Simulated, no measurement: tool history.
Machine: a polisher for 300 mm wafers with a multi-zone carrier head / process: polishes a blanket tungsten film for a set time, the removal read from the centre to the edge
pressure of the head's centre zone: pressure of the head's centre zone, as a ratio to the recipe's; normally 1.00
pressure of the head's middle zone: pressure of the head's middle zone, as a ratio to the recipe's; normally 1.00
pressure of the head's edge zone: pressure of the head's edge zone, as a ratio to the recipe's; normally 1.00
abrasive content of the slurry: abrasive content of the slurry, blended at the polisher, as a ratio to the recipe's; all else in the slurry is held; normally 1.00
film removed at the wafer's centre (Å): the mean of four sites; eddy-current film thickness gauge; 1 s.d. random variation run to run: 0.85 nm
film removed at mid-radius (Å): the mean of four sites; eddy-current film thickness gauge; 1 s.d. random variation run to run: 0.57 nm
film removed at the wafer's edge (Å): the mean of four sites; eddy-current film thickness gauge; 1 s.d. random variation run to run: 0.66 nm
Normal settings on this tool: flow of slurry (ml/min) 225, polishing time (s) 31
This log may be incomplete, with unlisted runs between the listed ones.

run,hour,flow of slurry (ml/min),pressure of the head's centre zone,pressure of the head's middle zone,pressure of the head's edge zone,abrasive content of the slurry,polishing time (s),wafers since the last listed run,wafers polished on this pad,hours since the slurry nozzle was cleaned,hours since the centre zone pressure was calibrated,hours since the edge zone pressure was calibrated,hours since the carrier head's membrane was replaced,"incoming thickness of the incoming film, nm",film removed at the wafer's centre (Å),film removed at mid-radius (Å),film removed at the wafer's edge (Å)
1,0.0,225,1.00,1.00,1.00,1.00,31,0,1342,184.6,105.6,123.9,108.5,1475.4,827,824,864
2,34.1,225,1.00,0.91,1.12,0.70,31,419,1762,218.7,139.7,158.0,142.6,1490.6,695,679,795
# hour 50.6: slurry nozzle cleaned
3,59.8,225,1.00,0.89,1.00,1.30,35,303,2066,9.2,165.4,183.7,168.3,1471.5,1089,1000,1079
4,92.1,155,0.96,0.88,1.00,1.00,31,397,2463,41.5,197.7,216.0,200.6,1477.8,791,766,854
# hour 102.5: worn pad replaced by a new one
5,116.0,225,1.00,0.91,1.00,1.00,31,244,166,65.4,221.6,239.9,224.5,1454.7,885,840,905
6,131.4,225,1.00,1.00,1.00,1.00,31,189,355,80.8,237.0,255.3,239.9,1450.2,887,887,896
7,157.7,290,1.00,1.05,1.00,0.70,31,323,679,107.1,263.3,281.6,266.2,1481.7,832,866,842
8,187.5,275,1.00,1.00,1.11,1.00,38,366,1046,136.9,293.1,311.4,296.0,1471.5,1110,1102,1167
9,204.3,225,0.90,0.93,1.00,1.00,31,206,1252,153.7,309.9,328.2,312.8,1454.2,774,819,882
10,220.5,300,0.92,1.00,1.00,1.25,23,199,1452,169.9,326.1,344.4,329.0,1449.1,642,706,723
11,250.9,225,1.00,1.09,1.00,1.00,31,374,1826,200.3,356.5,374.8,359.4,1478.5,827,871,858
# hour 263.4: slurry nozzle cleaned
12,266.4,180,1.00,1.00,1.05,1.00,31,178,2004,3.0,372.0,390.3,374.9,1442.0,858,853,895
13,287.0,165,1.08,1.00,1.00,1.00,31,253,2258,23.6,392.6,410.9,395.5,1456.0,896,844,873
14,312.7,245,1.04,1.00,1.00,1.00,31,316,2574,49.3,418.3,436.6,421.2,1480.6,946,901,909
15,330.4,225,1.00,1.00,1.00,1.00,31,217,2792,67.0,436.0,454.3,438.9,1452.0,874,881,907
# hour 345.5: worn pad replaced by a new one
16,346.0,225,1.00,1.00,1.00,1.00,31,142,6,82.6,451.6,469.9,454.5,1470.3,890,875,891
17,424.6,225,1.00,1.00,1.00,0.75,31,967,973,161.2,530.2,548.5,533.1,1489.2,781,783,803
18,436.7,245,1.00,1.00,0.93,0.90,31,148,1122,173.3,542.3,560.6,545.2,1458.1,823,832,815
19,449.9,225,1.00,1.00,1.00,1.00,26,162,1284,186.5,555.5,573.8,558.4,1442.5,689,699,723
20,483.0,225,1.00,1.00,1.00,1.00,35,407,1691,219.6,588.6,606.9,591.5,1448.7,891,908,939

Estimate the outcome of run 21 from the log above:
21,503.6,225,0.91,1.06,0.92,1.00,26,253,1945,240.2,609.2,627.5,612.1,1475.6,?,?,?

film removed at the wafer's centre (Å): 575
film removed at mid-radius (Å): 673
film removed at the wafer's edge (Å): 650
If the tool had no hidden condition, the same run with the same run-to-run variation would have returned film removed at the wafer's centre (Å) 687, film removed at mid-radius (Å) 787, film removed at the wafer's edge (Å) 726.

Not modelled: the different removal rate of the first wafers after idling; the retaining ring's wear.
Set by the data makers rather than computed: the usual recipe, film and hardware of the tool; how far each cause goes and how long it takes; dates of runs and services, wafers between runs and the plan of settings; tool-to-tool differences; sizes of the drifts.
